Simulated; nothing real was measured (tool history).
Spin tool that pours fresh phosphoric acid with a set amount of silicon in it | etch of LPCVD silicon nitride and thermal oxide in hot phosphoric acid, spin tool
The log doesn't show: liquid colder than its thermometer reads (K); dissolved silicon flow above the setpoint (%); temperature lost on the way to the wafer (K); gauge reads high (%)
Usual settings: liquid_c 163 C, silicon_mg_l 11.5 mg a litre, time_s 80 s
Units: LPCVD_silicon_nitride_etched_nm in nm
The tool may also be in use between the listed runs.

run	hour	liquid_c	silicon_mg_l	time_s	wafers since the last listed run	hours since the thermometer was replaced	hours since the dissolved silicon flow meter was replaced	hours since the heated supply line was repaired	hours since the gauge calibration	read-back film thickness of the LPCVD silicon nitride reference wafer, read on the same gauge (nm)	LPCVD_silicon_nitride_etched_nm
1	0	163	11.5	80	0	508.6	1363.7	1272.1	424	139.97	8.22
2	39.6	163	11.5	80	511	548.2	1403.3	1311.7	463.6	140.02	8.17
3	93.5	163	14.5	60	696	602.1	1457.2	1365.6	517.5	139.98	6.05
# hour 109: dissolved silicon flow meter replaced
# hour 110.5: heated supply line repaired
4	195.2	163	11.5	100	1288	703.8	86.2	84.7	619.2	140.03	10.96
5	300.1	160.5	14	125	1355	808.7	191.1	189.6	724.1	139.95	12.64
6	349.7	163	17.5	80	641	858.3	240.7	239.2	773.7	140	8.69
7	443.9	162	15	95	1217	952.5	334.9	333.4	867.9	139.96	9.98
8	519.9	163	3.5	65	982	1028.5	410.9	409.4	943.9	140.05	7.09
9	610.7	163	11.5	35	1173	1119.3	501.7	500.2	1034.7	139.98	3.72
10	651.1	163	8.5	55	522	1159.7	542.1	540.6	1075.1	139.96	5.89
11	726.3	163	11.5	105	972	1234.9	617.3	615.8	1150.3	140.04	11.16
12	1030.9	163	11.5	60	3937	1539.5	921.9	920.4	1454.9	140.02	6.28
13	1132.6	163	11.5	80	1314	1641.2	1023.6	1022.1	1556.6	140	8.25
# hour 1192.1: thermometer replaced
14	1232.4	163	11.5	80	1277	40.3	1123.4	1121.9	1656.4	139.99	8.19
# hour 1294.1: dissolved silicon flow meter replaced
15	1303.7	163	14	80	908	111.6	9.6	1193.2	1727.7	140	8.36
16	1361.1	160.5	2.5	110	741	169	67	1250.6	1785.1	139.97	10.29
17	1408.1	164.5	19.5	100	607	216	114	1297.6	1832.1	139.97	10.67
# hour 1424.5: heated supply line repaired
18	1447.5	161	16.5	80	496	255.4	153.4	23	1871.5	140.01	8.42
19	1590.8	163	11.5	100	1852	398.7	296.7	166.3	2014.8	139.98	11.18
20	1668.1	163	11.5	125	999	476	374	243.6	2092.1	139.95	13.74
21	1721.2	163	11.5	80	686	529.1	427.1	296.7	2145.2	140.01	8.68
# hour 1819.8: gauge calibrated
22	1825.3	163	11.5	60	1345	633.2	531.2	400.8	5.5	140.01	6.55

How the hidden state differs across the entries between the runs, from the last listed run before each to the first after it:
Between runs 3 and 4: dissolved silicon flow meter replaced (hour 109); heated supply line repaired (hour 110.5)
  temperature lost on the way to the wafer (K): 2.99 -> 0.25
  measured less the result without the state, LPCVD_silicon_nitride_etched_nm: -0.63 -> -0.09 nm
Between runs 13 and 14: thermometer replaced (hour 1192.1)
  temperature lost on the way to the wafer (K): 2.29 -> 2.51
  measured less the result without the state, LPCVD_silicon_nitride_etched_nm: -0.65 -> -0.71 nm
Between runs 14 and 15: dissolved silicon flow meter replaced (hour 1294.1)
  temperature lost on the way to the wafer (K): 2.51 -> 2.66
  measured less the result without the state, LPCVD_silicon_nitride_etched_nm: -0.71 -> -0.77 nm
Between runs 17 and 18: heated supply line repaired (hour 1424.5)
  temperature lost on the way to the wafer (K): 2.89 -> 0.0528
  measured less the result without the state, LPCVD_silicon_nitride_etched_nm: -1.07 -> -0.01 nm
Between runs 21 and 22: gauge calibrated (hour 1819.8)
  temperature lost on the way to the wafer (K): 0.648 -> 0.875
  measured less the result without the state, LPCVD_silicon_nitride_etched_nm: -0.19 -> -0.2 nm
